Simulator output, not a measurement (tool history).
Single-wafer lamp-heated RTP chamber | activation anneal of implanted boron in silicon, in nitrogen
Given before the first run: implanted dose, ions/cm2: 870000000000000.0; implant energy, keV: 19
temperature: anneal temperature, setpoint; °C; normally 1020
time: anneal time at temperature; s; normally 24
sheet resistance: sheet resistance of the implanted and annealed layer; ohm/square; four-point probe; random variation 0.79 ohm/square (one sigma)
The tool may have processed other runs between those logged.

run   hour  temperature  time  read-back reference wafer on the same gauge, sheet resistance  sheet resistance
  1    0.0         1009    24                                                         108.38            134.67
  2   33.2         1009    24                                                         108.26            135.86
  3   53.4         1009    24                                                         108.60            136.48
  4   83.7         1037    24                                                         108.52            135.26
      99.5  -- pyrometer window cleaned and pyrometer calibrated
  5  114.3         1037    24                                                         108.57            134.04
  6  133.8         1020    24                                                         108.60            134.87
  7  148.4         1020    24                                                         108.70            134.44
  8  166.2         1020    24                                                         108.99            134.90
  9  187.5         1032    24                                                         109.13            135.23
 10  211.1         1032    24                                                         109.15            135.31
 11  224.2         1032    24                                                         108.98            134.65
 12  256.4         1020    24                                                         109.24            136.77
 13  281.1         1020    24                                                         109.27            135.90
 14  306.7         1020    24                                                         109.38            135.88
 15  322.9         1043    14                                                         109.55            136.33
 16  358.3         1043    14                                                         109.76            134.04
     377.5  -- pyrometer window cleaned and pyrometer calibrated
 17  385.1         1043    14                                                         109.73            135.61
     403.5  -- reflector plate cleaned
 18  416.3         1000    24                                                         109.89            141.88
 19  443.3         1000    24                                                         109.84            139.55
 20  496.0         1011    13                                                         110.29            140.77
 21  521.1         1020    24                                                         110.41            137.93
 22  555.4         1020    24                                                         110.36            136.77
     579.0  -- gauge calibrated
 23  586.7         1010    24                                                         106.71            133.80
 24  613.3          991    15                                                         107.15            143.66
 25  634.5         1041    24                                                         107.00            132.20
 26  655.9          992    18                                                         107.12            139.38
     679.7  -- pyrometer window cleaned and pyrometer calibrated
 27  680.2         1049    28                                                         107.24            130.91
 28  710.2         1020    24                                                         107.40            132.75
 29  735.4         1036    17                                                         107.44            131.98
 30  764.0         1033    14                                                         107.53            134.76
 31  778.3         1032    24                                                         107.57            131.91
 32  801.4         1020    24                                                         107.74            134.72
     821.7  -- reflector plate cleaned
 33  824.4         1004    11                                                         107.59            138.29
 34  841.2         1020    24                                                         108.07            132.72
 35  874.7         1009    24                                                         108.00            136.98
 36  890.5         1002    12                                                         108.24            139.84
 37  914.9         1020    24                                                         108.19            134.94
     939.0  -- pyrometer window cleaned and pyrometer calibrated
 38  944.1         1010    35                                                         108.27            134.35

Below, each run's measurement less what the same run would have read without the hidden state. Both values contain the same run-to-run variation, but the gauge's scatter may not be the same in both:
What the log doesn't record here: true wafer temperature minus pyrometer reading, K; wafer temperature error from the tarnished reflector plate, K; gauge reads high (%).
run  sheet resistance
  1             +1.42
  2             +1.62
  3             +1.73
  4             +1.88
  5             +2.02
  6             +2.13
  7             +2.20
  8             +2.30
  9             +2.42
 10             +2.55
 11             +2.60
 12             +2.81
 13             +2.92
 14             +3.05
 15             +3.14
 16             +3.27
 17             +3.45
 18             +3.78
 19             +3.86
 20             +4.18
 21             +4.22
 22             +4.36
 23             -0.28
 24             -0.15
 25             -0.03
 26             +0.09
 27             +0.22
 28             +0.38
 29             +0.51
 30             +0.67
 31             +0.73
 32             +0.86
 33             +1.02
 34             +1.07
 35             +1.28
 36             +1.40
 37             +1.48
 38             +1.62

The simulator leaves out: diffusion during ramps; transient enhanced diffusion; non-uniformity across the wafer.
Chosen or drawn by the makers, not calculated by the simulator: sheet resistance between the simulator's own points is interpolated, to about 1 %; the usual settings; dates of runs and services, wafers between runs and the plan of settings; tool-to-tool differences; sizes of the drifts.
